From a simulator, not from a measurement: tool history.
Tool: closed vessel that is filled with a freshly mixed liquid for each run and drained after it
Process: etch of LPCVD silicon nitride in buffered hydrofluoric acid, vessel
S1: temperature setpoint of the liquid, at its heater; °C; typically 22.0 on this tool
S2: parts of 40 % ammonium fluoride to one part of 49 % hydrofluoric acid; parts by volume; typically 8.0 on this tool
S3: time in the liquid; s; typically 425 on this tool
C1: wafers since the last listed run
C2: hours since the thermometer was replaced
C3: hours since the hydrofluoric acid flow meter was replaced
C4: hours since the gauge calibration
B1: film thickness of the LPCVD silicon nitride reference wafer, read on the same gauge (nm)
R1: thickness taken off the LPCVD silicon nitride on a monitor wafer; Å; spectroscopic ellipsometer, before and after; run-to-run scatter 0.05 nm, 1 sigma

Run 1, hour 0.0: usual settings but S2 10.0 parts by volume; C1 0; C2 869.7; C3 635.2; C4 354.2; B1 40.49. Result: R1 57.3 Å.
Run 2, hour 65.2: usual settings but S1 24.0 °C, S2 9.5 parts by volume; C1 6831; C2 934.9; C3 700.4; C4 419.4; B1 40.59. Result: R1 66.8 Å.
Run 3, hour 105.2: usual settings but S1 24.0 °C, S2 9.5 parts by volume; C1 4190; C2 974.9; C3 740.4; C4 459.4; B1 40.64. Result: R1 67.2 Å.
Run 4, hour 134.6: usual settings but S1 20.5 °C; C1 3080; C2 1004.3; C3 769.8; C4 488.8; B1 40.67. Result: R1 65.3 Å.
Run 5, hour 152.9: usual settings but S1 20.5 °C; C1 1917; C2 1022.6; C3 788.1; C4 507.1; B1 40.70. Result: R1 64.9 Å.
Run 6, hour 173.5: usual settings but S2 6.5 parts by volume; C1 2158; C2 1043.2; C3 808.7; C4 527.7; B1 40.71. Result: R1 87.8 Å.
Run 7, hour 196.3: usual settings; C1 2388; C2 1066.0; C3 831.5; C4 550.5; B1 40.76. Result: R1 70.9 Å.
Run 8, hour 228.0: usual settings; C1 3321; C2 1097.7; C3 863.2; C4 582.2; B1 40.86. Result: R1 70.5 Å.
Run 9, hour 260.2: usual settings; C1 3373; C2 1129.9; C3 895.4; C4 614.4; B1 40.93. Result: R1 70.9 Å.
At hour 274.9: thermometer replaced.
Run 10, hour 349.7: usual settings; C1 9272; C2 74.8; C3 984.9; C4 703.9; B1 41.05. Result: R1 71.4 Å.
At hour 350.5: gauge calibrated.
Run 11, hour 362.0: usual settings; C1 1288; C2 87.1; C3 997.2; C4 11.5; B1 39.85. Result: R1 68.4 Å.
Run 12, hour 392.2: usual settings; C1 3164; C2 117.3; C3 1027.4; C4 41.7; B1 39.87. Result: R1 69.0 Å.
Run 13, hour 410.2: usual settings but S3 620 s; C1 1885; C2 135.3; C3 1045.4; C4 59.7; B1 39.93. Result: R1 99.2 Å.
Run 14, hour 435.1: usual settings but S1 26.5 °C, S2 7.0 parts by volume, S3 560 s; C1 2608; C2 160.2; C3 1070.3; C4 84.6; B1 39.94. Result: R1 135.3 Å.
Run 15, hour 453.1: usual settings but S1 18.0 °C, S3 620 s; C1 1885; C2 178.2; C3 1088.3; C4 102.6; B1 39.96. Result: R1 80.6 Å.
Run 16, hour 465.6: usual settings; C1 1309; C2 190.7; C3 1100.8; C4 115.1; B1 40.02. Result: R1 70.2 Å.
Run 17, hour 488.2: usual settings but S3 625 s; C1 2367; C2 213.3; C3 1123.4; C4 137.7; B1 40.05. Result: R1 102.8 Å.
Run 18, hour 510.4: usual settings; C1 2325; C2 235.5; C3 1145.6; C4 159.9; B1 40.04. Result: R1 70.3 Å.
At hour 527.1: hydrofluoric acid flow meter replaced.
Run 19, hour 539.8: usual settings but S1 18.5 °C, S2 5.5 parts by volume, S3 530 s; C1 2975; C2 264.9; C3 12.7; C4 189.3; B1 40.10. Result: R1 101.4 Å.
Run 20, hour 556.4: usual settings but S1 18.0 °C, S3 620 s; C1 1739; C2 281.5; C3 29.3; C4 205.9; B1 40.17. Result: R1 81.6 Å.
Run 21, hour 573.4: usual settings but S1 18.5 °C, S2 10.0 parts by volume, S3 610 s; C1 1781; C2 298.5; C3 46.3; C4 222.9; B1 40.15. Result: R1 67.2 Å.
Run 22, hour 585.4: usual settings but S3 360 s; C1 1257; C2 310.5; C3 58.3; C4 234.9; B1 40.19. Result: R1 58.5 Å.
Run 23, hour 607.9: usual settings but S1 20.5 °C, S2 10.0 parts by volume, S3 265 s; C1 2357; C2 333.0; C3 80.8; C4 257.4; B1 40.22. Result: R1 33.4 Å.
Run 24, hour 625.9: usual settings but S1 17.0 °C; C1 1885; C2 351.0; C3 98.8; C4 275.4; B1 40.24. Result: R1 52.1 Å.
Run 25, hour 638.0: usual settings but S3 320 s; C1 1267; C2 363.1; C3 110.9; C4 287.5; B1 40.28. Result: R1 52.7 Å.
Run 26, hour 673.6: usual settings but S3 305 s; C1 3729; C2 398.7; C3 146.5; C4 323.1; B1 40.34. Result: R1 50.5 Å.
Run 27, hour 702.3: usual settings; C1 3006; C2 427.4; C3 175.2; C4 351.8; B1 40.35. Result: R1 70.6 Å.
Run 28, hour 716.6: usual settings but S1 26.5 °C, S2 10.0 parts by volume; C1 1498; C2 441.7; C3 189.5; C4 366.1; B1 40.39. Result: R1 73.5 Å.
Run 29, hour 729.2: usual settings but S1 17.0 °C; C1 1320; C2 454.3; C3 202.1; C4 378.7; B1 40.44. Result: R1 53.6 Å.
Run 30, hour 744.6: usual settings but S1 24.0 °C, S2 10.0 parts by volume; C1 1613; C2 469.7; C3 217.5; C4 394.1; B1 40.45. Result: R1 63.7 Å.
Run 31, hour 771.5: usual settings but S1 24.0 °C; C1 2818; C2 496.6; C3 244.4; C4 421.0; B1 40.54. Result: R1 78.7 Å.
Run 32, hour 795.8: usual settings but S1 24.0 °C, S2 6.5 parts by volume; C1 2545; C2 520.9; C3 268.7; C4 445.3; B1 40.53. Result: R1 96.8 Å.

Below are 4 alternative next runs, each starting from the tool's condition after run 32. Predict each:
Run A, hour 796.6: usual settings; C1 83; C2 521.7; C3 269.5; C4 446.1; B1 ?. Result: R1 ?.
Run B, hour 796.6: usual settings but S1 19.5 °C, S2 10.0 parts by volume, S3 295 s; C1 83; C2 521.7; C3 269.5; C4 446.1; B1 ?. Result: R1 ?.
Run C, hour 796.6: usual settings but S1 18.5 °C; C1 83; C2 521.7; C3 269.5; C4 446.1; B1 ?. Result: R1 ?.
Run D, hour 796.6: usual settings but S1 20.5 °C, S3 595 s; C1 83; C2 521.7; C3 269.5; C4 446.1; B1 ?. Result: R1 ?.

run     B1    R1
  A  40.55  70.0
  B  40.55  34.8
  C  40.55  57.6
  D  40.55  90.2
Without the tool's unlogged condition, the same runs would have read:
run    R1
  A  69.1
  B  34.4
  C  56.8
  D  89.0
